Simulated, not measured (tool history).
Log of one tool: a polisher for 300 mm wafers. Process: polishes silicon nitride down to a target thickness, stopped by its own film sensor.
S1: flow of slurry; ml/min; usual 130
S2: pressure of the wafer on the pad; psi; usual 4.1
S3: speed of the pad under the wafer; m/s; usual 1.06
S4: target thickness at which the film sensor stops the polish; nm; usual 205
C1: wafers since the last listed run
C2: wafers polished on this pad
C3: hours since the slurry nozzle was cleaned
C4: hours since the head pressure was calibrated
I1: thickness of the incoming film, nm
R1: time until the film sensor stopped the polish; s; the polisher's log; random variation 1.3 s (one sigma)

| run | hour | S1 | S2 | S3 | S4 | C1 | C2 | C3 | C4 | I1 | R1 |
|---|---|---|---|---|---|---|---|---|---|---|---|
| 1 | 0 | 100 | 4.1 | 0.86 | 205 | 0 | 334 | 348.6 | 307.1 | 443.3 | 175.5 |
| 2 | 21.4 | 105 | 4.1 | 1.06 | 205 | 225 | 559 | 370 | 328.5 | 449.8 | 153.6 |
| 3 | 35.7 | 105 | 4.1 | 1.06 | 205 | 150 | 710 | 384.3 | 342.8 | 456.2 | 159.4 |
| 4 | 50 | 105 | 4.1 | 1.06 | 205 | 150 | 860 | 398.6 | 357.1 | 448.5 | 156.7 |
|  | 55.3 | worn pad replaced by a new one |
| 5 | 70 | 145 | 4.1 | 1.06 | 205 | 168 | 155 | 418.6 | 377.1 | 454.8 | 141.3 |
| 6 | 96.4 | 145 | 4.1 | 1.06 | 205 | 277 | 433 | 445 | 403.5 | 448.1 | 145.3 |
| 7 | 128.5 | 130 | 4.1 | 1.06 | 205 | 338 | 771 | 477.1 | 435.6 | 442.6 | 147.7 |
|  | 145.4 | worn pad replaced by a new one |
| 8 | 146.1 | 130 | 4.1 | 1.06 | 205 | 143 | 7 | 494.7 | 453.2 | 445.5 | 135.3 |
| 9 | 173.6 | 130 | 4.1 | 1.32 | 153 | 289 | 297 | 522.2 | 480.7 | 454.2 | 157.2 |
| 10 | 187 | 130 | 3.3 | 1.06 | 164 | 141 | 438 | 535.6 | 494.1 | 456.7 | 217.8 |
| 11 | 218.9 | 90 | 3.5 | 1.2 | 289 | 335 | 774 | 567.5 | 526 | 451.3 | 123.5 |
|  | 227.1 | slurry nozzle cleaned |
|  | 227.6 | worn pad replaced by a new one |
|  | 227.9 | head pressure recalibrated |
| 12 | 241.8 | 130 | 4.1 | 1.06 | 205 | 222 | 146 | 14.7 | 13.9 | 453.8 | 137 |
| 13 | 276.5 | 130 | 3.5 | 0.88 | 205 | 365 | 511 | 49.4 | 48.6 | 450.1 | 185.6 |
| 14 | 288.9 | 130 | 4.1 | 0.82 | 205 | 130 | 642 | 61.8 | 61 | 453.9 | 179.7 |
|  | 314.3 | worn pad replaced by a new one |
| 15 | 314.8 | 155 | 4.1 | 1.06 | 205 | 230 | 5 | 87.7 | 86.9 | 447 | 126 |
| 16 | 341.1 | 130 | 4.1 | 1.06 | 128 | 276 | 282 | 114 | 113.2 | 448.8 | 180.6 |

4 ways to go on from here, each from the tool as it stands after run 16. What would each give?
| A | 341.6 | 130 | 4.1 | 1.06 | 205 | 5 | 287 | 114.5 | 113.7 | 447.3 | ? |
| B | 341.6 | 130 | 4.1 | 0.88 | 205 | 5 | 287 | 114.5 | 113.7 | 447.3 | ? |
| C | 341.6 | 130 | 4.1 | 1.06 | 157 | 5 | 287 | 114.5 | 113.7 | 447.3 | ? |
| D | 341.6 | 90 | 4.1 | 1.06 | 205 | 5 | 287 | 114.5 | 113.7 | 447.3 | ? |

| run | R1 |
|---|---|
| A | 136.7 |
| B | 158.7 |
| C | 163.8 |
| D | 146.8 |
Without the tool's hidden state the same runs would have given:
| run | R1 |
|---|---|
| A | 124.6 |
| B | 144.6 |
| C | 149.3 |
| D | 133.4 |
